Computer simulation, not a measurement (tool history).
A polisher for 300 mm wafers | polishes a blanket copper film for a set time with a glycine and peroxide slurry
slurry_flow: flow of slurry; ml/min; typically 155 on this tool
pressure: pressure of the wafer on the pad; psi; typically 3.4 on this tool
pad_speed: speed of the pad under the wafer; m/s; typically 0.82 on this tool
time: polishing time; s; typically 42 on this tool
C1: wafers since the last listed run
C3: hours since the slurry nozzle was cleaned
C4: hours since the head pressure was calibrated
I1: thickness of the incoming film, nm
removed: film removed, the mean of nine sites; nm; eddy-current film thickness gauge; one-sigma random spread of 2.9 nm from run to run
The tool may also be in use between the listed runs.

{"run": 1, "hour": 0.0, "slurry_flow": 155, "pressure": 3.4, "pad_speed": 0.94, "time": 42, "C1": 0, "wafers polished on this pad": 2999, "C3": 390.9, "C4": 102.8, "I1": 1064.9, "removed": 264.7}
{"hour": 14.3, "done": "slurry nozzle cleaned"}
{"hour": 31.5, "done": "worn pad replaced by a new one"}
{"run": 2, "hour": 89.3, "slurry_flow": 155, "pressure": 3.4, "pad_speed": 0.94, "time": 42, "C1": 675, "wafers polished on this pad": 463, "C3": 75.0, "C4": 192.1, "I1": 1071.4, "removed": 259.7}
{"run": 3, "hour": 190.8, "slurry_flow": 155, "pressure": 3.4, "pad_speed": 0.82, "time": 42, "C1": 813, "wafers polished on this pad": 1276, "C3": 176.5, "C4": 293.6, "I1": 1055.9, "removed": 238.7}
{"run": 4, "hour": 260.4, "slurry_flow": 155, "pressure": 3.4, "pad_speed": 0.82, "time": 42, "C1": 557, "wafers polished on this pad": 1834, "C3": 246.1, "C4": 363.2, "I1": 1059.7, "removed": 241.6}
{"run": 5, "hour": 360.7, "slurry_flow": 155, "pressure": 3.4, "pad_speed": 0.82, "time": 42, "C1": 803, "wafers polished on this pad": 2638, "C3": 346.4, "C4": 463.5, "I1": 1070.0, "removed": 236.1}
{"hour": 428.9, "done": "worn pad replaced by a new one"}
{"run": 6, "hour": 429.4, "slurry_flow": 155, "pressure": 3.4, "pad_speed": 0.82, "time": 42, "C1": 518, "wafers polished on this pad": 3, "C3": 415.1, "C4": 532.2, "I1": 1054.1, "removed": 231.8}
{"hour": 479.1, "done": "slurry nozzle cleaned"}
{"run": 7, "hour": 509.8, "slurry_flow": 155, "pressure": 3.4, "pad_speed": 0.82, "time": 42, "C1": 636, "wafers polished on this pad": 640, "C3": 30.7, "C4": 612.6, "I1": 1076.9, "removed": 224.3}
{"run": 8, "hour": 584.7, "slurry_flow": 155, "pressure": 3.4, "pad_speed": 0.82, "time": 42, "C1": 600, "wafers polished on this pad": 1240, "C3": 105.6, "C4": 687.5, "I1": 1056.2, "removed": 228.9}
{"run": 9, "hour": 682.0, "slurry_flow": 155, "pressure": 3.4, "pad_speed": 0.82, "time": 42, "C1": 779, "wafers polished on this pad": 2019, "C3": 202.9, "C4": 784.8, "I1": 1067.0, "removed": 220.5}
{"run": 10, "hour": 756.0, "slurry_flow": 155, "pressure": 3.4, "pad_speed": 0.82, "time": 42, "C1": 592, "wafers polished on this pad": 2612, "C3": 276.9, "C4": 858.8, "I1": 1062.2, "removed": 221.8}
{"hour": 835.6, "done": "worn pad replaced by a new one, of another model than before"}
{"run": 11, "hour": 851.0, "slurry_flow": 155, "pressure": 3.4, "pad_speed": 0.82, "time": 42, "C1": 729, "wafers polished on this pad": 123, "C3": 371.9, "C4": 953.8, "I1": 1074.6, "removed": 225.7}
{"hour": 858.2, "done": "head pressure recalibrated"}
{"hour": 883.8, "done": "slurry nozzle cleaned"}
{"run": 12, "hour": 891.0, "slurry_flow": 155, "pressure": 3.4, "pad_speed": 0.82, "time": 42, "C1": 296, "wafers polished on this pad": 419, "C3": 7.2, "C4": 32.8, "I1": 1053.2, "removed": 232.6}
{"run": 13, "hour": 959.7, "slurry_flow": 155, "pressure": 3.4, "pad_speed": 0.82, "time": 42, "C1": 550, "wafers polished on this pad": 970, "C3": 75.9, "C4": 101.5, "I1": 1075.6, "removed": 227.3}
{"run": 14, "hour": 1067.1, "slurry_flow": 155, "pressure": 4.2, "pad_speed": 0.82, "time": 42, "C1": 860, "wafers polished on this pad": 1830, "C3": 183.3, "C4": 208.9, "I1": 1057.3, "removed": 261.3}
{"run": 15, "hour": 1116.0, "slurry_flow": 155, "pressure": 4.2, "pad_speed": 0.82, "time": 42, "C1": 391, "wafers polished on this pad": 2222, "C3": 232.2, "C4": 257.8, "I1": 1059.2, "removed": 264.7}
{"run": 16, "hour": 1177.3, "slurry_flow": 155, "pressure": 3.4, "pad_speed": 0.6, "time": 42, "C1": 491, "wafers polished on this pad": 2713, "C3": 293.5, "C4": 319.1, "I1": 1065.3, "removed": 174.4}
{"run": 17, "hour": 1253.6, "slurry_flow": 155, "pressure": 2.2, "pad_speed": 0.56, "time": 42, "C1": 611, "wafers polished on this pad": 3325, "C3": 369.8, "C4": 395.4, "I1": 1051.1, "removed": 138.3}
{"hour": 1272.9, "done": "worn pad replaced by a new one"}
{"run": 18, "hour": 1327.8, "slurry_flow": 155, "pressure": 3.4, "pad_speed": 0.82, "time": 38, "C1": 562, "wafers polished on this pad": 440, "C3": 444.0, "C4": 469.6, "I1": 1070.4, "removed": 210.5}
{"hour": 1378.6, "done": "slurry nozzle cleaned"}
{"run": 19, "hour": 1404.8, "slurry_flow": 205, "pressure": 4.3, "pad_speed": 0.98, "time": 47, "C1": 609, "wafers polished on this pad": 1049, "C3": 26.2, "C4": 546.6, "I1": 1060.6, "removed": 356.8}
{"run": 20, "hour": 1509.2, "slurry_flow": 155, "pressure": 3.4, "pad_speed": 0.64, "time": 50, "C1": 836, "wafers polished on this pad": 1885, "C3": 130.6, "C4": 651.0, "I1": 1057.3, "removed": 216.1}
{"run": 21, "hour": 1551.6, "slurry_flow": 195, "pressure": 3.4, "pad_speed": 1.04, "time": 54, "C1": 339, "wafers polished on this pad": 2225, "C3": 173.0, "C4": 693.4, "I1": 1042.9, "removed": 374.7}

What will run 22 give?
{"run": 22, "hour": 1625.0, "slurry_flow": 155, "pressure": 4.2, "pad_speed": 0.82, "time": 42, "C1": 588, "wafers polished on this pad": 2813, "C3": 246.4, "C4": 766.8, "I1": 1047.7, "removed": "?"}

removed: 252.9 nm
The same run, on a tool lacking any hidden state, would have yielded removed 264.9 nm.
